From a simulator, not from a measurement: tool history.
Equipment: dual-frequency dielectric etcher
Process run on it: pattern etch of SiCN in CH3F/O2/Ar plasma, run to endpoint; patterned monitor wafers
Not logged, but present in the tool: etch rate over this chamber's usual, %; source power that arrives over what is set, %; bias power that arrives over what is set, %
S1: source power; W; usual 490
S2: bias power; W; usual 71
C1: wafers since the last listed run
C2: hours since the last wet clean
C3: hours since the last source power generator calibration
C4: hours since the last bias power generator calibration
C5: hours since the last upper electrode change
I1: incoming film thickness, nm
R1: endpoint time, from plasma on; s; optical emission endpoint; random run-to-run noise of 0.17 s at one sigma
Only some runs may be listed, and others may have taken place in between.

{"run": 1, "hour": 0.0, "S1": 410, "S2": 71, "C1": 0, "C2": 421.9, "C3": 2410.2, "C4": 2118.6, "C5": 4851.0, "I1": 10.3, "R1": 26.9}
{"run": 2, "hour": 9.8, "S1": 410, "S2": 71, "C1": 172, "C2": 431.7, "C3": 2420.0, "C4": 2128.4, "C5": 4860.8, "I1": 10.13, "R1": 26.4}
{"run": 3, "hour": 20.6, "S1": 410, "S2": 71, "C1": 189, "C2": 442.5, "C3": 2430.8, "C4": 2139.2, "C5": 4871.6, "I1": 10.21, "R1": 26.6}
{"hour": 40.9, "done": "source power generator calibrated"}
{"hour": 46.7, "done": "upper electrode replaced"}
{"run": 4, "hour": 47.2, "S1": 490, "S2": 71, "C1": 296, "C2": 469.1, "C3": 6.3, "C4": 2165.8, "C5": 0.5, "I1": 10.19, "R1": 24.7}
{"run": 5, "hour": 47.5, "S1": 490, "S2": 71, "C1": 5, "C2": 469.4, "C3": 6.6, "C4": 2166.1, "C5": 0.8, "I1": 10.07, "R1": 24.5}
{"run": 6, "hour": 60.7, "S1": 490, "S2": 71, "C1": 232, "C2": 482.6, "C3": 19.8, "C4": 2179.3, "C5": 14.0, "I1": 10.27, "R1": 25.1}
{"run": 7, "hour": 74.1, "S1": 490, "S2": 82, "C1": 235, "C2": 496.0, "C3": 33.2, "C4": 2192.7, "C5": 27.4, "I1": 10.07, "R1": 22.6}
{"run": 8, "hour": 102.9, "S1": 580, "S2": 71, "C1": 506, "C2": 524.8, "C3": 62.0, "C4": 2221.5, "C5": 56.2, "I1": 10.21, "R1": 23.4}
{"hour": 106.9, "done": "bias power generator calibrated"}
{"run": 9, "hour": 120.5, "S1": 580, "S2": 71, "C1": 239, "C2": 542.4, "C3": 79.6, "C4": 13.6, "C5": 73.8, "I1": 10.22, "R1": 23.5}
{"run": 10, "hour": 133.7, "S1": 580, "S2": 71, "C1": 232, "C2": 555.6, "C3": 92.8, "C4": 26.8, "C5": 87.0, "I1": 10.31, "R1": 23.8}
{"hour": 162.1, "done": "wet clean of the chamber"}
{"run": 11, "hour": 162.6, "S1": 520, "S2": 71, "C1": 86, "C2": 0.5, "C3": 121.7, "C4": 55.7, "C5": 115.9, "I1": 10.12, "R1": 23.0}
{"run": 12, "hour": 162.9, "S1": 520, "S2": 71, "C1": 5, "C2": 0.8, "C3": 122.0, "C4": 56.0, "C5": 116.2, "I1": 10.25, "R1": 23.6}
{"run": 13, "hour": 165.6, "S1": 570, "S2": 71, "C1": 47, "C2": 3.5, "C3": 124.7, "C4": 58.7, "C5": 118.9, "I1": 10.21, "R1": 22.7}
{"run": 14, "hour": 181.9, "S1": 590, "S2": 62, "C1": 286, "C2": 19.8, "C3": 141.0, "C4": 75.0, "C5": 135.2, "I1": 10.23, "R1": 24.4}
{"run": 15, "hour": 188.2, "S1": 520, "S2": 71, "C1": 110, "C2": 26.1, "C3": 147.3, "C4": 81.3, "C5": 141.5, "I1": 10.13, "R1": 23.2}
{"run": 16, "hour": 195.2, "S1": 430, "S2": 87, "C1": 123, "C2": 33.1, "C3": 154.3, "C4": 88.3, "C5": 148.5, "I1": 10.24, "R1": 22.3}
{"run": 17, "hour": 212.9, "S1": 560, "S2": 83, "C1": 311, "C2": 50.8, "C3": 172.0, "C4": 106.0, "C5": 166.2, "I1": 10.28, "R1": 21.1}
{"run": 18, "hour": 220.2, "S1": 560, "S2": 65, "C1": 128, "C2": 58.1, "C3": 179.3, "C4": 113.3, "C5": 173.5, "I1": 10.33, "R1": 24.2}
{"run": 19, "hour": 236.3, "S1": 490, "S2": 71, "C1": 283, "C2": 74.2, "C3": 195.4, "C4": 129.4, "C5": 189.6, "I1": 10.22, "R1": 24.3}
{"run": 20, "hour": 250.9, "S1": 490, "S2": 71, "C1": 256, "C2": 88.8, "C3": 210.0, "C4": 144.0, "C5": 204.2, "I1": 10.12, "R1": 23.5}
{"run": 21, "hour": 257.6, "S1": 600, "S2": 71, "C1": 117, "C2": 95.5, "C3": 216.7, "C4": 150.7, "C5": 210.9, "I1": 10.23, "R1": 22.6}
{"run": 22, "hour": 270.8, "S1": 490, "S2": 77, "C1": 232, "C2": 108.7, "C3": 229.9, "C4": 163.9, "C5": 224.1, "I1": 10.22, "R1": 22.8}
{"run": 23, "hour": 282.5, "S1": 490, "S2": 62, "C1": 205, "C2": 120.4, "C3": 241.6, "C4": 175.6, "C5": 235.8, "I1": 10.21, "R1": 26.0}
{"run": 24, "hour": 292.7, "S1": 530, "S2": 55, "C1": 179, "C2": 130.6, "C3": 251.8, "C4": 185.8, "C5": 246.0, "I1": 10.22, "R1": 27.4}
{"run": 25, "hour": 299.1, "S1": 410, "S2": 66, "C1": 112, "C2": 137.0, "C3": 258.2, "C4": 192.2, "C5": 252.4, "I1": 10.2, "R1": 27.0}
{"run": 26, "hour": 311.4, "S1": 450, "S2": 53, "C1": 216, "C2": 149.3, "C3": 270.5, "C4": 204.5, "C5": 264.7, "I1": 10.15, "R1": 29.7}
{"run": 27, "hour": 335.3, "S1": 590, "S2": 71, "C1": 420, "C2": 173.2, "C3": 294.4, "C4": 228.4, "C5": 288.6, "I1": 10.14, "R1": 22.7}
{"run": 28, "hour": 342.1, "S1": 420, "S2": 81, "C1": 119, "C2": 180.0, "C3": 301.2, "C4": 235.2, "C5": 295.4, "I1": 10.1, "R1": 23.7}
{"run": 29, "hour": 348.5, "S1": 490, "S2": 60, "C1": 112, "C2": 186.4, "C3": 307.6, "C4": 241.6, "C5": 301.8, "I1": 10.14, "R1": 26.6}
{"run": 30, "hour": 364.7, "S1": 590, "S2": 63, "C1": 284, "C2": 202.6, "C3": 323.8, "C4": 257.8, "C5": 318.0, "I1": 10.24, "R1": 24.0}
{"run": 31, "hour": 375.3, "S1": 490, "S2": 71, "C1": 186, "C2": 213.2, "C3": 334.4, "C4": 268.4, "C5": 328.6, "I1": 10.18, "R1": 24.3}
{"run": 32, "hour": 391.0, "S1": 560, "S2": 59, "C1": 276, "C2": 228.9, "C3": 350.1, "C4": 284.1, "C5": 344.3, "I1": 10.28, "R1": 26.1}
{"run": 33, "hour": 402.1, "S1": 490, "S2": 71, "C1": 195, "C2": 240.0, "C3": 361.2, "C4": 295.2, "C5": 355.4, "I1": 10.21, "R1": 24.2}
{"run": 34, "hour": 410.5, "S1": 560, "S2": 60, "C1": 147, "C2": 248.4, "C3": 369.6, "C4": 303.6, "C5": 363.8, "I1": 10.2, "R1": 25.6}
{"run": 35, "hour": 425.0, "S1": 450, "S2": 65, "C1": 255, "C2": 262.9, "C3": 384.1, "C4": 318.1, "C5": 378.3, "I1": 10.13, "R1": 25.9}

A few steps of R1 between consecutive runs. Split each: what settings, incoming material and random variation would produce without the hidden state, and what is left over for the hidden state, along with gauge scatter present in only one of the two compared results (measured, and without hidden state):
Run 6 -> 7: S2 71 -> 82. R1 -2.5 s: hidden state -0.1, all else -2.4.
Run 7 -> 8: S1 490 -> 580, S2 82 -> 71. R1 +0.8 s: hidden state +0.2, all else +0.6.
Run 10 -> 11: S1 580 -> 520, wet clean of the chamber. R1 -0.8 s: hidden state -1.1, all else +0.3.
Run 17 -> 18: S2 83 -> 65. R1 +3.1 s: hidden state +0.0, all else +3.1.
Run 22 -> 23: S2 77 -> 62. R1 +3.2 s: hidden state +0.0, all else +3.2.
Run 26 -> 27: S1 450 -> 590, S2 53 -> 71. R1 -7.0 s: hidden state +0.1, all else -7.1.
